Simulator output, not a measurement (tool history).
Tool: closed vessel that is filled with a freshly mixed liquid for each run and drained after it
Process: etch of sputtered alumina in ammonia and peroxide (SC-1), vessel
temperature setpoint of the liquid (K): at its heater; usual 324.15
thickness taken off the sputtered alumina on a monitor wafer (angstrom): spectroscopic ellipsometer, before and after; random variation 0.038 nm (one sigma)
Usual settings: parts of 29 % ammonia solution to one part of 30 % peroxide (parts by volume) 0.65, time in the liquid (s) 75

| run | hour | temperature setpoint of the liquid (K) | parts of 29 % ammonia solution to one part of 30 % peroxide (parts by volume) | time in the liquid (s) | read-back film thickness of the sputtered alumina reference wafer, read on the same gauge (nm) | thickness taken off the sputtered alumina on a monitor wafer (angstrom) |
|---|---|---|---|---|---|---|
| 1 | 0 | 324.15 | 0.65 | 75 | 29.995 | 49.87 |
| 2 | 16.7 | 324.15 | 0.65 | 75 | 29.93 | 50.03 |
| 3 | 27.6 | 324.15 | 0.65 | 75 | 30.059 | 50.14 |
| 4 | 34.3 | 324.15 | 0.65 | 75 | 29.953 | 50.1 |
| 5 | 48.2 | 324.15 | 0.65 | 75 | 29.97 | 50.75 |
| 6 | 63 | 324.15 | 0.65 | 75 | 30.005 | 50.63 |
| 7 | 104.8 | 324.15 | 0.65 | 75 | 30.015 | 50.81 |
| 8 | 118.5 | 324.15 | 0.65 | 75 | 30.01 | 51.33 |
| 9 | 129.6 | 324.15 | 0.65 | 75 | 29.995 | 51.45 |
| 10 | 140.5 | 324.15 | 0.65 | 75 | 30.029 | 51.6 |
| 11 | 148.7 | 324.15 | 0.65 | 75 | 29.95 | 51.61 |
|  | 154.9 | thermometer replaced |
| 12 | 165.9 | 324.15 | 0.65 | 75 | 29.93 | 44.64 |
| 13 | 176.4 | 324.15 | 0.45 | 75 | 30.013 | 43.99 |
| 14 | 184.9 | 324.15 | 0.45 | 75 | 30.029 | 44.19 |
| 15 | 202.6 | 324.15 | 0.5 | 30 | 29.948 | 18.06 |
|  | 209.6 | ammonia flow meter replaced |
| 16 | 211.2 | 327.15 | 0.65 | 50 | 30.042 | 35.56 |
| 17 | 223.7 | 324.15 | 0.65 | 75 | 30.017 | 45.95 |
| 18 | 230.8 | 324.15 | 0.65 | 75 | 29.984 | 45.56 |
| 19 | 239.3 | 317.65 | 0.65 | 60 | 29.986 | 25.94 |
| 20 | 245.7 | 326.65 | 0.65 | 115 | 29.976 | 80.79 |
| 21 | 257.5 | 314.15 | 0.65 | 40 | 29.996 | 14.11 |
| 22 | 268 | 324.15 | 0.65 | 75 | 29.981 | 45.96 |
|  | 270.7 | new drum of ammonia solution connected |
|  | 275.5 | gauge calibrated |
| 23 | 281.2 | 324.15 | 0.65 | 75 | 29.999 | 46.37 |
| 24 | 291 | 327.15 | 0.65 | 55 | 30.001 | 40.1 |
| 25 | 308.6 | 324.15 | 0.4 | 105 | 30.017 | 61.52 |

Forecast run 26:
| 26 | 326.5 | 321.15 | 0.45 | 90 | ? | ? |

read-back film thickness of the sputtered alumina reference wafer, read on the same gauge (nm): 30.021
thickness taken off the sputtered alumina on a monitor wafer (angstrom): 44.91
Without the tool's hidden state the same run would have given thickness taken off the sputtered alumina on a monitor wafer (angstrom) 42.91.

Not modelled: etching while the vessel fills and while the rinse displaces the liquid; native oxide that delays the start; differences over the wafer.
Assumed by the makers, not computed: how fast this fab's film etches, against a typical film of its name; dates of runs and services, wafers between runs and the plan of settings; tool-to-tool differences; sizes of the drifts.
